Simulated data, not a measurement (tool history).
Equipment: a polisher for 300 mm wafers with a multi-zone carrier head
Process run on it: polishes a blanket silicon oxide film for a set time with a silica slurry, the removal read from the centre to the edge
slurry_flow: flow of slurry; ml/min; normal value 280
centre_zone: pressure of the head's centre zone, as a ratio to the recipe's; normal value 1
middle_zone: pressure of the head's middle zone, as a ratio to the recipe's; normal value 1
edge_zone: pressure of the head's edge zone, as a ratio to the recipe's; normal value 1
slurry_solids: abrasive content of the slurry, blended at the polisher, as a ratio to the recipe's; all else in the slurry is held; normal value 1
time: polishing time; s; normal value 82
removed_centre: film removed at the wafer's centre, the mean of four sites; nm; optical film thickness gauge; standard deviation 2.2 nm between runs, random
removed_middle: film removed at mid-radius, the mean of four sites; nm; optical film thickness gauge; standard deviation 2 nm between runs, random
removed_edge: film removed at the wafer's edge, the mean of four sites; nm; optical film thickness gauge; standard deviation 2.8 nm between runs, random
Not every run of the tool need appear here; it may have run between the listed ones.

run   hour  slurry_flow  centre_zone  middle_zone  edge_zone  slurry_solids  time  wafers since the last listed run  wafers polished on this pad  hours since the slurry nozzle was cleaned  hours since the centre zone pressure was calibrated  hours since the edge zone pressure was calibrated  hours since the carrier head's membrane was replaced  incoming thickness of the incoming film, nm  removed_centre  removed_middle  removed_edge
  1      0          280            1            1          1              1    94                                 0                          861                                       65.3                                                325.7                                             1194.2                                                 166.7                                       1429.5           231.8           214.1         224.8
         8  -- edge zone pressure recalibrated
  2   31.2          280            1            1       1.08              1    82                               180                         1041                                       96.5                                                356.9                                               23.2                                                 197.9                                       1413.3           201.7           191.7           196
  3   48.2          280            1            1          1              1    82                               104                         1145                                      113.5                                                373.9                                               40.2                                                 214.9                                         1432           199.8           189.5         191.8
      54.2  -- worn pad replaced by a new one
  4   61.9          280            1         0.94          1           1.15    82                                59                           47                                      127.2                                                387.6                                               53.9                                                 228.6                                       1415.4           213.4           191.6         199.7
  5   82.4          280            1         1.09          1              1    82                               126                          173                                      147.7                                                408.1                                               74.4                                                 249.1                                       1411.6           201.3           205.3         187.6
  6  112.5          280            1            1          1            0.8    82                               185                          359                                      177.8                                                438.2                                              104.5                                                 279.2                                       1405.4           185.5           170.3         173.5
  7  130.7          280            1            1       0.95            1.1    57                               112                          471                                        196                                                456.4                                              122.7                                                 297.4                                       1458.9           149.7           136.8           136
  8    145          280            1            1          1              1    91                                88                          559                                      210.3                                                470.7                                                137                                                 311.7                                       1453.5           229.3           208.2         208.5
     171.7  -- centre zone pressure recalibrated
  9  176.4          280            1            1          1              1    82                               181                          741                                      241.7                                                  4.7                                              168.4                                                 343.1                                       1440.8           192.4           188.7         185.2
     206.2  -- slurry nozzle cleaned
 10  258.1          280            1         1.05          1           1.25    82                               497                         1238                                       51.9                                                 86.4                                              250.1                                                 424.8                                       1439.3           220.9           216.7         211.8
     272.8  -- worn pad replaced by a new one
 11  274.4          280            1         1.04          1              1    94                                75                            9                                       68.2                                                102.7                                              266.4                                                 441.1                                       1422.5           225.6           223.9         216.4
 12  293.3          280            1            1          1              1    82                               116                          126                                       87.1                                                121.6                                              285.3                                                   460                                       1431.5           200.7           187.5           191
 13  310.7          280            1         1.03          1              1    82                               107                          233                                      104.5                                                  139                                              302.7                                                 477.4                                       1461.3           202.2           193.4           192
 14  340.9          280            1            1          1            0.8    73                               186                          419                                      134.7                                                169.2                                              332.9                                                 507.6                                       1425.4           163.6           151.4         154.7
 15  356.7          280            1            1          1              1    82                                97                          517                                      150.5                                                  185                                              348.7                                                 523.4                                       1452.7           201.5           191.6           188
     370.3  -- carrier head's membrane replaced by a new one
 16  384.6          280         1.04            1          1              1    82                               141                          658                                      178.4                                                212.9                                              376.6                                                  14.3                                       1422.6           216.2           190.8         191.8
 17  442.4          280            1            1       1.08              1    82                               356                         1014                                      236.2                                                270.7                                              434.4                                                  72.1                                       1447.4           206.4             189         197.2
     455.1  -- slurry nozzle cleaned
 18  455.6          355            1            1          1              1    82                                75                         1090                                        0.5                                                283.9                                              447.6                                                  85.3                                       1457.2           212.5           193.2         196.6
     477.6  -- worn pad replaced by a new one
 19  547.6          230            1            1          1            1.1    72                               542                          431                                       92.5                                                375.9                                              539.6                                                 177.3                                       1420.3           184.8           168.8         168.2
 20  582.5          185            1            1          1              1    82                               215                          647                                      127.4                                                410.8                                              574.5                                                 212.2                                       1417.4           192.7           178.8         179.1

What if the next run were any one of these 5? Each begins from the tool's condition after run 20:
  A  582.9          280            1            1          1              1    82                                 2                          649                                      127.8                                                411.2                                              574.9                                                 212.6                                       1450.4               ?               ?             ?
  B  582.9          280         0.96         1.12          1              1    64                                 2                          649                                      127.8                                                411.2                                              574.9                                                 212.6                                       1450.4               ?               ?             ?
  C  582.9          330            1            1          1              1    82                                 2                          649                                      127.8                                                411.2                                              574.9                                                 212.6                                       1450.4               ?               ?             ?
  D  582.9          310         0.96          1.1          1            1.2    82                                 2                          649                                      127.8                                                411.2                                              574.9                                                 212.6                                       1450.4               ?               ?             ?
  E  582.9          240         1.09            1          1              1    82                                 2                          649                                      127.8                                                411.2                                              574.9                                                 212.6                                       1450.4               ?               ?             ?

run  removed_centre  removed_middle  removed_edge
  A           206.5           188.5         183.3
  B           154.9           160.7         142.9
  C           210.5           191.8         185.7
  D           216.3           221.1         198.9
  E           220.3           184.8         180.7
Take away the tool's hidden state, keep each run's random variation, and the runs would have read:
run  removed_centre  removed_middle  removed_edge
  A           187.6           188.6         183.3
  B           140.6           160.8         142.9
  C           191.1           191.9         185.7
  D           196.4           221.2         198.9
  E           200.2             185         180.7

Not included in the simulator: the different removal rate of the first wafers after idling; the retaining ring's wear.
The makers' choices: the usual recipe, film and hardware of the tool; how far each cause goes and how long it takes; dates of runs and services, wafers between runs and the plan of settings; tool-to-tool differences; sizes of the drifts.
